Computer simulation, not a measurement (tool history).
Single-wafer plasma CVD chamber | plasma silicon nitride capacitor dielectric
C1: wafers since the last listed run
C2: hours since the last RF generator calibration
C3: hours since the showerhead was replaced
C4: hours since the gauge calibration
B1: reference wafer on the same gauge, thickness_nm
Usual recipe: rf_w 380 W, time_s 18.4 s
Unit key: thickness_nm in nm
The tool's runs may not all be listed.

run 1 day=0 | rf_w=380 time_s=18.4 | C1=0 C2=488.8 C3=3143.3 C4=1621 | B1=25.978 | thickness_nm=23.137
run 2 day=1.667 | rf_w=380 time_s=18.4 | C1=611 C2=528.8 C3=3183.3 C4=1661 | B1=25.992 | thickness_nm=22.955
-- day=3.696 gauge calibrated
run 3 day=4.321 | rf_w=380 time_s=18.4 | C1=973 C2=592.5 C3=3247 C4=15 | B1=26.003 | thickness_nm=22.939
run 4 day=13.229 | rf_w=380 time_s=18.4 | C1=3267 C2=806.3 C3=3460.8 C4=228.8 | B1=25.997 | thickness_nm=23.07
run 5 day=16.188 | rf_w=345 time_s=18.4 | C1=1085 C2=877.3 C3=3531.8 C4=299.8 | B1=26.017 | thickness_nm=21.824
run 6 day=19 | rf_w=345 time_s=18.4 | C1=1031 C2=944.8 C3=3599.3 C4=367.3 | B1=26.025 | thickness_nm=21.817
run 7 day=21.746 | rf_w=380 time_s=18.4 | C1=1007 C2=1010.7 C3=3665.2 C4=433.2 | B1=26.035 | thickness_nm=22.919
run 8 day=25.05 | rf_w=380 time_s=18.4 | C1=1211 C2=1090 C3=3744.5 C4=512.5 | B1=25.994 | thickness_nm=22.884
run 9 day=28.208 | rf_w=380 time_s=18.4 | C1=1158 C2=1165.8 C3=3820.3 C4=588.3 | B1=25.985 | thickness_nm=22.911
run 10 day=31.467 | rf_w=380 time_s=18.4 | C1=1195 C2=1244 C3=3898.5 C4=666.5 | B1=26.047 | thickness_nm=22.883
run 11 day=33.6 | rf_w=380 time_s=18.4 | C1=782 C2=1295.2 C3=3949.7 C4=717.7 | B1=26.021 | thickness_nm=22.855
-- day=35.575 showerhead replaced
run 12 day=37.488 | rf_w=380 time_s=18.4 | C1=1303 C2=1388.5 C3=45.9 C4=811 | B1=26.009 | thickness_nm=22.848
-- day=39.388 RF generator calibrated
run 13 day=40.446 | rf_w=330 time_s=18.4 | C1=962 C2=25.4 C3=116.9 C4=882 | B1=26.02 | thickness_nm=20.949
run 14 day=42.775 | rf_w=380 time_s=18.4 | C1=854 C2=81.3 C3=172.8 C4=937.9 | B1=26.011 | thickness_nm=22.264
run 15 day=45.625 | rf_w=380 time_s=18.4 | C1=1045 C2=149.7 C3=241.2 C4=1006.3 | B1=25.97 | thickness_nm=22.313
run 16 day=49.546 | rf_w=330 time_s=20.4 | C1=1438 C2=243.8 C3=335.3 C4=1100.4 | B1=26.01 | thickness_nm=23.078
-- day=53.488 RF generator calibrated, repeated, since the last time left the tool worse
run 17 day=53.508 | rf_w=380 time_s=21.2 | C1=1331 C2=0.5 C3=430.4 C4=1195.5 | B1=26.014 | thickness_nm=26.501
run 18 day=56.417 | rf_w=440 time_s=17.2 | C1=1066 C2=70.3 C3=500.2 C4=1265.3 | B1=25.977 | thickness_nm=22.986
run 19 day=59.604 | rf_w=310 time_s=20.2 | C1=1169 C2=146.8 C3=576.7 C4=1341.8 | B1=26.015 | thickness_nm=23.015
run 20 day=62.95 | rf_w=380 time_s=18.4 | C1=1227 C2=227.1 C3=657 C4=1422.1 | B1=26.015 | thickness_nm=22.996
-- day=64.262 gauge calibrated
run 21 day=66.992 | rf_w=380 time_s=18.4 | C1=1482 C2=324.1 C3=754 C4=65.5 | B1=26.02 | thickness_nm=22.993
run 22 day=69.321 | rf_w=330 time_s=16.5 | C1=854 C2=380 C3=809.9 C4=121.4 | B1=25.979 | thickness_nm=19.274
run 23 day=72.9 | rf_w=380 time_s=18.4 | C1=1312 C2=465.9 C3=895.8 C4=207.3 | B1=26.019 | thickness_nm=23.066
run 24 day=76.05 | rf_w=350 time_s=18.4 | C1=1155 C2=541.5 C3=971.4 C4=282.9 | B1=25.993 | thickness_nm=22.007
run 25 day=80.158 | rf_w=315 time_s=21.4 | C1=1506 C2=640.1 C3=1070 C4=381.5 | B1=26.031 | thickness_nm=24.423
run 26 day=82.246 | rf_w=380 time_s=19.5 | C1=765 C2=690.2 C3=1120.1 C4=431.6 | B1=25.995 | thickness_nm=24.283
run 27 day=86.529 | rf_w=410 time_s=15.9 | C1=1571 C2=793 C3=1222.9 C4=534.4 | B1=26.031 | thickness_nm=20.547

Consider 4 possible next runs. They are alternatives, not a sequence: every one starts from the tool as it was left by run 27. What does each give?
run A day=86.546 | rf_w=380 time_s=21.7 | C1=6 C2=793.4 C3=1223.3 C4=534.8 | B1=? | thickness_nm=?
run B day=86.546 | rf_w=410 time_s=20.3 | C1=6 C2=793.4 C3=1223.3 C4=534.8 | B1=? | thickness_nm=?
run C day=86.546 | rf_w=455 time_s=20 | C1=6 C2=793.4 C3=1223.3 C4=534.8 | B1=? | thickness_nm=?
run D day=86.546 | rf_w=425 time_s=21.5 | C1=6 C2=793.4 C3=1223.3 C4=534.8 | B1=? | thickness_nm=?

run=A B1=25.996 thickness_nm=26.98
run=B B1=25.996 thickness_nm=26.104
run=C B1=25.996 thickness_nm=26.884
run=D B1=25.996 thickness_nm=28.079
Without the tool's hidden state the same runs would have given:
run=A thickness_nm=27.355
run=B thickness_nm=26.467
run=C thickness_nm=27.258
run=D thickness_nm=28.47

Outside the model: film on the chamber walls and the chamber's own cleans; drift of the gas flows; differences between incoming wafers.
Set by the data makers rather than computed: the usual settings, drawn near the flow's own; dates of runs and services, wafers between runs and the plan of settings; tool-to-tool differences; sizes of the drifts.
